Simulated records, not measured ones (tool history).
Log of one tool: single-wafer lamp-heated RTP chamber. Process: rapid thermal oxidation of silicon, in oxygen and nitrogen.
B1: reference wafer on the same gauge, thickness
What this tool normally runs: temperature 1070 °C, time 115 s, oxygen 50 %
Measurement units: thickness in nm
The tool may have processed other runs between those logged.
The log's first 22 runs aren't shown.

{"run": 23, "hour": 387.8, "temperature": 1070, "time": 69, "oxygen": 28, "B1": 9.405, "thickness": 7.356}
{"run": 24, "hour": 395.1, "temperature": 1070, "time": 99, "oxygen": 38, "B1": 9.399, "thickness": 9.634}
{"run": 25, "hour": 406.5, "temperature": 1070, "time": 115, "oxygen": 50, "B1": 9.403, "thickness": 11.369}
{"run": 26, "hour": 422.1, "temperature": 1083, "time": 62, "oxygen": 30, "B1": 9.402, "thickness": 7.836}
{"run": 27, "hour": 437.4, "temperature": 1070, "time": 115, "oxygen": 70, "B1": 9.394, "thickness": 12.847}
{"run": 28, "hour": 449.1, "temperature": 1085, "time": 164, "oxygen": 23, "B1": 9.403, "thickness": 11.153}
{"run": 29, "hour": 456.3, "temperature": 1070, "time": 79, "oxygen": 50, "B1": 9.398, "thickness": 9.599}
{"run": 30, "hour": 468.6, "temperature": 1070, "time": 115, "oxygen": 50, "B1": 9.404, "thickness": 11.411}

Consider 4 possible next runs. They are alternatives, not a sequence: every one starts from the tool as it was left by run 30. What does each give?
{"run": "A", "hour": 469.0, "temperature": 1070, "time": 115, "oxygen": 50, "B1": "?", "thickness": "?"}
{"run": "B", "hour": 469.0, "temperature": 1070, "time": 115, "oxygen": 25, "B1": "?", "thickness": "?"}
{"run": "C", "hour": 469.0, "temperature": 1055, "time": 99, "oxygen": 69, "B1": "?", "thickness": "?"}
{"run": "D", "hour": 469.0, "temperature": 1041, "time": 115, "oxygen": 29, "B1": "?", "thickness": "?"}

run=A B1=9.402 thickness=11.376
run=B B1=9.402 thickness=8.876
run=C B1=9.402 thickness=10.787
run=D B1=9.402 thickness=7.700
The same runs, with their run-to-run variation unchanged, on a tool lacking any hidden condition would have given:
run=A thickness=11.348
run=B thickness=8.854
run=C thickness=10.760
run=D thickness=7.680
